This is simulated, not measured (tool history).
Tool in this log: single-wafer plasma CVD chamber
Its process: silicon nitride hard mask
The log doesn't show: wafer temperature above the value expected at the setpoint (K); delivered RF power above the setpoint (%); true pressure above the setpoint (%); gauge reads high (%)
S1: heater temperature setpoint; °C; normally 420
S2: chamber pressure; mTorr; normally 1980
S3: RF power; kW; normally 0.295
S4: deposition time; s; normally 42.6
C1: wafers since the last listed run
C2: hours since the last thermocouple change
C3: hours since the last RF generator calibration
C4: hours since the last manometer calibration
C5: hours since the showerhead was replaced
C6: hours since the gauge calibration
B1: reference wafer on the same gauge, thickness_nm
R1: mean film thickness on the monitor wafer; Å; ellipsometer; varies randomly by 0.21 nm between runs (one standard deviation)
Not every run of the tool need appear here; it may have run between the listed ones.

run     day   S1    S2     S3    S4   C1      C2      C3      C4      C5     C6      B1      R1
  1   0.000  420  1980  0.330  42.6    0  1844.1  1883.2  2416.6  1941.6  196.7  56.406  560.74
  2   2.238  420  1980  0.330  42.6  555  1897.8  1936.9  2470.3  1995.3  250.4  56.362  569.42
  3   3.896  420  1980  0.295  42.6  411  1937.6  1976.7  2510.1  2035.1  290.2  56.407  537.66
  4   5.629  420  1980  0.295  42.6  430  1979.2  2018.3  2551.7  2076.7  331.8  56.489  537.25
  5   7.233  420  1980  0.295  42.6  398  2017.7  2056.8  2590.2  2115.2  370.3  56.393  538.41
  6   9.062  420  1980  0.295  42.6  454  2061.6  2100.7  2634.1  2159.1  414.2  56.428  539.76
  7  11.883  420  2360  0.295  42.6  700  2129.3  2168.4  2701.8  2226.8  481.9  56.477  556.89
  8  13.733  420  2360  0.295  42.6  459  2173.7  2212.8  2746.2  2271.2  526.3  56.513  554.58
  9  15.950  420  1980  0.295  42.6  550  2226.9  2266.0  2799.4  2324.4  579.5  56.388  527.39
     16.562  -- capacitance manometer re-zeroed and calibrated
 10  17.396  420  2170  0.295  42.6  276  2261.6  2300.7    20.0  2359.1  614.2  56.432  544.07
 11  18.838  420  2170  0.295  42.6  357  2296.2  2335.3    54.6  2393.7  648.8  56.349  541.09
 12  19.946  420  2170  0.295  42.6  275  2322.8  2361.9    81.2  2420.3  675.4  56.469  540.23
 13  21.496  420  1980  0.320  42.6  384  2360.0  2399.1   118.4  2457.5  712.6  56.287  548.45

For run 14, what comes out?
 14  24.158  420  1490  0.240  42.6  661  2423.9  2463.0  182.3  2521.4  776.5   ?   ?

Run 14 measured B1 56.352, R1 456.11 Å.
The same run, on a tool lacking any hidden state, would have yielded R1 480.84 Å.
